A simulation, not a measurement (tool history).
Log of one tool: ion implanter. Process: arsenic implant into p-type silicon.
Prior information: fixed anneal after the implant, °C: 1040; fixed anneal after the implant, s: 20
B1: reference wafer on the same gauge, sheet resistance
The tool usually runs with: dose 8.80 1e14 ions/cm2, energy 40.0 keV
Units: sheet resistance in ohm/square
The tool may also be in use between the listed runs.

Run 1, hour 0.0: usual settings; B1 115.02. Result: sheet resistance 110.47 ohm/square.
Run 2, hour 14.7: usual settings; B1 115.01. Result: sheet resistance 110.34 ohm/square.
Run 3, hour 31.1: usual settings; B1 115.03. Result: sheet resistance 109.92 ohm/square.
Run 4, hour 50.5: usual settings; B1 114.97. Result: sheet resistance 110.57 ohm/square.
Run 5, hour 83.6: usual settings; B1 115.01. Result: sheet resistance 110.54 ohm/square.
Run 6, hour 113.8: usual settings but dose 8.17 1e14 ions/cm2; B1 114.99. Result: sheet resistance 116.39 ohm/square.
Run 7, hour 143.0: usual settings but dose 8.17 1e14 ions/cm2; B1 115.02. Result: sheet resistance 116.21 ohm/square.
Run 8, hour 174.1: usual settings but dose 6.98 1e14 ions/cm2; B1 114.99. Result: sheet resistance 130.32 ohm/square.
Run 9, hour 208.3: usual settings but energy 47.5 keV; B1 115.02. Result: sheet resistance 107.08 ohm/square.
Run 10, hour 222.4: usual settings; B1 115.00. Result: sheet resistance 109.95 ohm/square.
Run 11, hour 242.1: usual settings; B1 115.01. Result: sheet resistance 109.78 ohm/square.
Run 12, hour 304.6: usual settings; B1 115.02. Result: sheet resistance 109.90 ohm/square.
Run 13, hour 332.9: usual settings but dose 10.28 1e14 ions/cm2; B1 114.95. Result: sheet resistance 98.53 ohm/square.
Run 14, hour 359.5: usual settings but dose 10.28 1e14 ions/cm2; B1 114.99. Result: sheet resistance 98.50 ohm/square.
Run 15, hour 378.6: usual settings but energy 30.0 keV; B1 114.98. Result: sheet resistance 114.60 ohm/square.
Run 16, hour 399.3: usual settings but energy 30.0 keV; B1 115.00. Result: sheet resistance 114.56 ohm/square.
Run 17, hour 478.2: usual settings; B1 115.01. Result: sheet resistance 109.61 ohm/square.
Run 18, hour 495.2: usual settings; B1 115.00. Result: sheet resistance 109.45 ohm/square.
Run 19, hour 512.5: usual settings but dose 10.28 1e14 ions/cm2; B1 114.99. Result: sheet resistance 98.35 ohm/square.
Run 20, hour 534.1: usual settings; B1 115.00. Result: sheet resistance 109.39 ohm/square.
Run 21, hour 553.7: usual settings but dose 7.75 1e14 ions/cm2, energy 46.5 keV; B1 114.97. Result: sheet resistance 117.56 ohm/square.
At hour 564.2: extraction supply calibrated.
Run 22, hour 609.3: usual settings but dose 10.22 1e14 ions/cm2, energy 30.5 keV; B1 114.95. Result: sheet resistance 103.33 ohm/square.
Run 23, hour 623.6: usual settings but dose 9.68 1e14 ions/cm2; B1 115.02. Result: sheet resistance 102.42 ohm/square.
Run 24, hour 649.2: usual settings but dose 6.21 1e14 ions/cm2; B1 114.97. Result: sheet resistance 141.07 ohm/square.
Run 25, hour 677.8: usual settings but dose 7.73 1e14 ions/cm2; B1 115.05. Result: sheet resistance 120.01 ohm/square.
Run 26, hour 703.8: usual settings but dose 10.73 1e14 ions/cm2, energy 30.0 keV; B1 115.01. Result: sheet resistance 99.98 ohm/square.
Run 27, hour 717.3: usual settings but dose 10.03 1e14 ions/cm2, energy 31.5 keV; B1 114.98. Result: sheet resistance 103.94 ohm/square.
Run 28, hour 730.2: usual settings but dose 8.17 1e14 ions/cm2; B1 115.03. Result: sheet resistance 115.01 ohm/square.
At hour 745.9: gauge calibrated.
At hour 757.4: Faraday cup replaced and dose calibrated.
Run 29, hour 757.9: usual settings but energy 43.5 keV; B1 115.02. Result: sheet resistance 109.71 ohm/square.
Run 30, hour 781.1: usual settings but dose 9.46 1e14 ions/cm2, energy 52.0 keV; B1 114.99. Result: sheet resistance 101.45 ohm/square.
Run 31, hour 823.0: usual settings but dose 10.39 1e14 ions/cm2, energy 29.0 keV; B1 114.99. Result: sheet resistance 104.72 ohm/square.
Run 32, hour 852.9: usual settings but dose 10.29 1e14 ions/cm2; B1 114.99. Result: sheet resistance 99.54 ohm/square.
Run 33, hour 869.2: usual settings but dose 10.59 1e14 ions/cm2, energy 45.5 keV; B1 114.99. Result: sheet resistance 95.52 ohm/square.
Run 34, hour 899.1: usual settings; B1 115.01. Result: sheet resistance 110.93 ohm/square.
Run 35, hour 918.3: usual settings but dose 11.22 1e14 ions/cm2, energy 45.5 keV; B1 114.97. Result: sheet resistance 91.74 ohm/square.
Run 36, hour 936.7: usual settings but dose 7.40 1e14 ions/cm2, energy 50.5 keV; B1 115.01. Result: sheet resistance 121.93 ohm/square.
Run 37, hour 959.1: usual settings; B1 115.00. Result: sheet resistance 110.71 ohm/square.

How would selected steps in sheet resistance from run to run divide? Give the signed amount a tool lacking its hidden state would still show from settings, what came in and random variation, and the signed amount left for the hidden state, including any gauge scatter that is not in both of the compared results.
Unlogged tool condition in this case: deviation of the true dose from the Faraday cup's reading, %; deviation of the true energy from its setpoint, %; gauge reads high (%).
Run 8 -> 9: dose 6.98 -> 8.80, energy 40.0 -> 47.5. sheet resistance -23.24 ohm/square: hidden state +0.37, all else -23.61.
Run 23 -> 24: dose 9.68 -> 6.21. sheet resistance +38.65 ohm/square: hidden state -1.19, all else +39.84.
Run 25 -> 26: dose 7.73 -> 10.73, energy 40.0 -> 30.0. sheet resistance -20.03 ohm/square: hidden state +0.75, all else -20.78.
Run 28 -> 29: dose 8.17 -> 8.80, energy 40.0 -> 43.5, gauge calibrated, Faraday cup replaced and dose calibrated. sheet resistance -5.30 ohm/square: hidden state +2.22, all else -7.52.
Run 35 -> 36: dose 11.22 -> 7.40, energy 45.5 -> 50.5. sheet resistance +30.19 ohm/square: hidden state -0.36, all else +30.55.

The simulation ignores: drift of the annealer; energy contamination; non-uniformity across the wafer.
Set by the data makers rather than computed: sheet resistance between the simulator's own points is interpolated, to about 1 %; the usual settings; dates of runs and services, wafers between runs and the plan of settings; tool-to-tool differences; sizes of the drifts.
